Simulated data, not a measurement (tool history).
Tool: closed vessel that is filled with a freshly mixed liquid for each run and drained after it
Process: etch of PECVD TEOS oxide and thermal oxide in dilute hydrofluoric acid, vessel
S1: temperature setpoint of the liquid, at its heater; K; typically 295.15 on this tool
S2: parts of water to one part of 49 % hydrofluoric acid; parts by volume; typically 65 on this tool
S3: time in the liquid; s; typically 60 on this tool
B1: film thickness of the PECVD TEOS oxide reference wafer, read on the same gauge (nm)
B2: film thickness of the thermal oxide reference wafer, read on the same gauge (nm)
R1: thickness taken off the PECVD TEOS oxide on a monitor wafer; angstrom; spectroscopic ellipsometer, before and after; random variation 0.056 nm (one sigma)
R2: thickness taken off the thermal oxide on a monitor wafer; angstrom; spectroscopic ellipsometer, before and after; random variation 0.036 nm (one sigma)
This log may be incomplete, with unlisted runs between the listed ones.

Run 1, hour 0: usual settings but S1 296.65 K, S2 55 parts by volume; B1 120.01; B2 39.986. Result: R1 205.6 angstrom, R2 47.3 angstrom.
Run 2, hour 37.2: usual settings; B1 119.99; B2 39.998. Result: R1 160.6 angstrom, R2 36.93 angstrom.
Run 3, hour 96.1: usual settings; B1 120; B2 40.013. Result: R1 160.5 angstrom, R2 36.68 angstrom.
Run 4, hour 194.2: usual settings; B1 120.02; B2 40.042. Result: R1 161.1 angstrom, R2 37.27 angstrom.
Run 5, hour 385.5: usual settings; B1 120; B2 40.072. Result: R1 159.3 angstrom, R2 37.18 angstrom.
Run 6, hour 472.4: usual settings; B1 119.99; B2 39.984. Result: R1 159.3 angstrom, R2 36.62 angstrom.
Run 7, hour 539.9: usual settings but S3 50 s; B1 120.02; B2 40.042. Result: R1 133.5 angstrom, R2 30.45 angstrom.
Run 8, hour 588.3: usual settings but S3 50 s; B1 119.97; B2 40.035. Result: R1 132.7 angstrom, R2 30.73 angstrom.
At hour 672.7: thermometer replaced.
Run 9, hour 692: usual settings but S3 50 s; B1 120.01; B2 39.989. Result: R1 131.8 angstrom, R2 30.36 angstrom.
At hour 732.6: gauge calibrated.
At hour 813.9: hydrofluoric acid flow meter replaced.
Run 10, hour 844.8: usual settings but S1 296.65 K; B1 120.01; B2 39.972. Result: R1 174.9 angstrom, R2 41.01 angstrom.
Run 11, hour 931.8: usual settings; B1 119.99; B2 40.041. Result: R1 164.3 angstrom, R2 38.11 angstrom.
Run 12, hour 1006.2: usual settings but S2 80 parts by volume; B1 119.98; B2 40. Result: R1 131.7 angstrom, R2 29.73 angstrom.
Run 13, hour 1281.1: usual settings; B1 120; B2 40.013. Result: R1 162.7 angstrom, R2 36.87 angstrom.
Run 14, hour 1379.1: usual settings but S1 297.65 K, S2 75 parts by volume; B1 120; B2 39.974. Result: R1 153.3 angstrom, R2 35.22 angstrom.
Run 15, hour 1431.5: usual settings but S1 291.65 K, S2 55 parts by volume, S3 35 s; B1 120; B2 39.945. Result: R1 97.1 angstrom, R2 21.89 angstrom.
Run 16, hour 1537: usual settings but S1 299.15 K; B1 120.03; B2 40.002. Result: R1 190.6 angstrom, R2 43.24 angstrom.
Run 17, hour 1606.2: usual settings but S1 299.65 K, S2 85 parts by volume, S3 80 s; B1 119.98; B2 40. Result: R1 191.6 angstrom, R2 44.64 angstrom.
Run 18, hour 1698.2: usual settings but S1 292.65 K; B1 119.99; B2 40.023. Result: R1 145.3 angstrom, R2 33.38 angstrom.
Run 19, hour 1828.3: usual settings; B1 119.99; B2 39.949. Result: R1 160.9 angstrom, R2 37.06 angstrom.
Run 20, hour 1928: usual settings but S3 75 s; B1 120.02; B2 40.014. Result: R1 199.9 angstrom, R2 45.85 angstrom.
Run 21, hour 2002.9: usual settings; B1 119.99; B2 40.011. Result: R1 158.7 angstrom, R2 36.56 angstrom.
Run 22, hour 2093: usual settings but S1 298.15 K; B1 120.01; B2 39.999. Result: R1 178.5 angstrom, R2 41.28 angstrom.

Alternative continuations, all from the tool just after run 22; predict every row:
Run A, hour 2093.7: usual settings; B1 ?; B2 ?. Result: R1 ?, R2 ?.
Run B, hour 2093.7: usual settings but S3 30 s; B1 ?; B2 ?. Result: R1 ?, R2 ?.
Run C, hour 2093.7: usual settings but S2 90 parts by volume, S3 80 s; B1 ?; B2 ?. Result: R1 ?, R2 ?.
Run D, hour 2093.7: usual settings but S1 298.65 K, S2 75 parts by volume, S3 80 s; B1 ?; B2 ?. Result: R1 ?, R2 ?.
Run E, hour 2093.7: usual settings but S1 299.15 K, S2 40 parts by volume; B1 ?; B2 ?. Result: R1 ?, R2 ?.

run      B1      B2     R1     R2
  A  119.99  39.995  159.7  36.05
  B  119.99  39.995   79.9  18.02
  C  119.99  39.995  149.1  33.64
  D  119.99  39.995  209.9  47.37
  E  119.99  39.995  316.5  71.42
The same runs, with their run-to-run variation unchanged, on a tool lacking any hidden condition would have given:
run     R1     R2
  A  165.6  37.37
  B   82.8  18.68
  C  154.7  34.91
  D  217.8  49.14
  E  327.8  73.97

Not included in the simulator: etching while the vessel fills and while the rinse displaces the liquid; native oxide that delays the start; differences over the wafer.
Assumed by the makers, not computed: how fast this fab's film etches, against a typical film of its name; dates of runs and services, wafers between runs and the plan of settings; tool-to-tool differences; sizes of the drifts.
